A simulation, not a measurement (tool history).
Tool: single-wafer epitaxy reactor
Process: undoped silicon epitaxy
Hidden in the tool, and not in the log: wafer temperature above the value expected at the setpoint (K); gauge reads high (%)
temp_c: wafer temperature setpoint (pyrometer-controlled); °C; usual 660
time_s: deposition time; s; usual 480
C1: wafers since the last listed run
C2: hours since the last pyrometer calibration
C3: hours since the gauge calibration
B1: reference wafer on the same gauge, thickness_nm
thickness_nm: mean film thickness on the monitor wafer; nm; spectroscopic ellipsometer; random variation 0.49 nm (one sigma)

run 1 hour=0.0 | temp_c=660 time_s=480 | C1=0 C2=1187.7 C3=763.1 | B1=119.983 | thickness_nm=110.512
run 2 hour=46.2 | temp_c=660 time_s=505 | C1=122 C2=1233.9 C3=809.3 | B1=119.921 | thickness_nm=115.763
run 3 hour=139.4 | temp_c=660 time_s=505 | C1=247 C2=1327.1 C3=902.5 | B1=119.974 | thickness_nm=116.668
run 4 hour=231.3 | temp_c=660 time_s=480 | C1=243 C2=1419.0 C3=994.4 | B1=119.867 | thickness_nm=110.355
run 5 hour=288.1 | temp_c=660 time_s=480 | C1=150 C2=1475.8 C3=1051.2 | B1=119.892 | thickness_nm=111.280
run 6 hour=355.5 | temp_c=660 time_s=480 | C1=178 C2=1543.2 C3=1118.6 | B1=119.949 | thickness_nm=111.054
run 7 hour=447.5 | temp_c=660 time_s=480 | C1=244 C2=1635.2 C3=1210.6 | B1=120.020 | thickness_nm=110.929
run 8 hour=515.3 | temp_c=660 time_s=480 | C1=179 C2=1703.0 C3=1278.4 | B1=119.979 | thickness_nm=110.933
run 9 hour=621.0 | temp_c=660 time_s=480 | C1=280 C2=1808.7 C3=1384.1 | B1=120.090 | thickness_nm=111.345
-- hour=694.4 gauge calibrated
run 10 hour=902.5 | temp_c=660 time_s=480 | C1=747 C2=2090.2 C3=208.1 | B1=119.843 | thickness_nm=111.035
run 11 hour=949.9 | temp_c=660 time_s=480 | C1=125 C2=2137.6 C3=255.5 | B1=120.065 | thickness_nm=112.263
-- hour=1026.8 pyrometer calibrated
run 12 hour=1224.6 | temp_c=660 time_s=505 | C1=707 C2=197.8 C3=530.2 | B1=120.093 | thickness_nm=111.872
run 13 hour=1261.0 | temp_c=652 time_s=518 | C1=96 C2=234.2 C3=566.6 | B1=120.199 | thickness_nm=94.257
run 14 hour=1338.4 | temp_c=671 time_s=563 | C1=205 C2=311.6 C3=644.0 | B1=120.030 | thickness_nm=163.919
run 15 hour=1442.9 | temp_c=660 time_s=480 | C1=277 C2=416.1 C3=748.5 | B1=120.098 | thickness_nm=108.580
run 16 hour=1493.8 | temp_c=667 time_s=564 | C1=135 C2=467.0 C3=799.4 | B1=119.973 | thickness_nm=152.061
run 17 hour=1575.6 | temp_c=668 time_s=433 | C1=217 C2=548.8 C3=881.2 | B1=119.997 | thickness_nm=118.327
run 18 hour=1631.6 | temp_c=649 time_s=387 | C1=148 C2=604.8 C3=937.2 | B1=120.142 | thickness_nm=67.238
run 19 hour=1724.2 | temp_c=654 time_s=480 | C1=245 C2=697.4 C3=1029.8 | B1=120.111 | thickness_nm=94.791

Forecast each of these 5 alternatives for the next run:
run A hour=1724.7 | temp_c=660 time_s=398 | C1=1 C2=697.9 C3=1030.3 | B1=? | thickness_nm=?
run B hour=1724.7 | temp_c=668 time_s=573 | C1=1 C2=697.9 C3=1030.3 | B1=? | thickness_nm=?
run C hour=1724.7 | temp_c=653 time_s=396 | C1=1 C2=697.9 C3=1030.3 | B1=? | thickness_nm=?
run D hour=1724.7 | temp_c=656 time_s=505 | C1=1 C2=697.9 C3=1030.3 | B1=? | thickness_nm=?
run E hour=1724.7 | temp_c=660 time_s=574 | C1=1 C2=697.9 C3=1030.3 | B1=? | thickness_nm=?

run=A B1=119.978 thickness_nm=91.464
run=B B1=119.978 thickness_nm=159.473
run=C B1=119.978 thickness_nm=76.727
run=D B1=119.978 thickness_nm=105.309
run=E B1=119.978 thickness_nm=131.910
Without the tool's hidden state the same runs would have given:
run=A thickness_nm=86.420
run=B thickness_nm=150.844
run=C thickness_nm=72.425
run=D thickness_nm=99.446
run=E thickness_nm=124.636
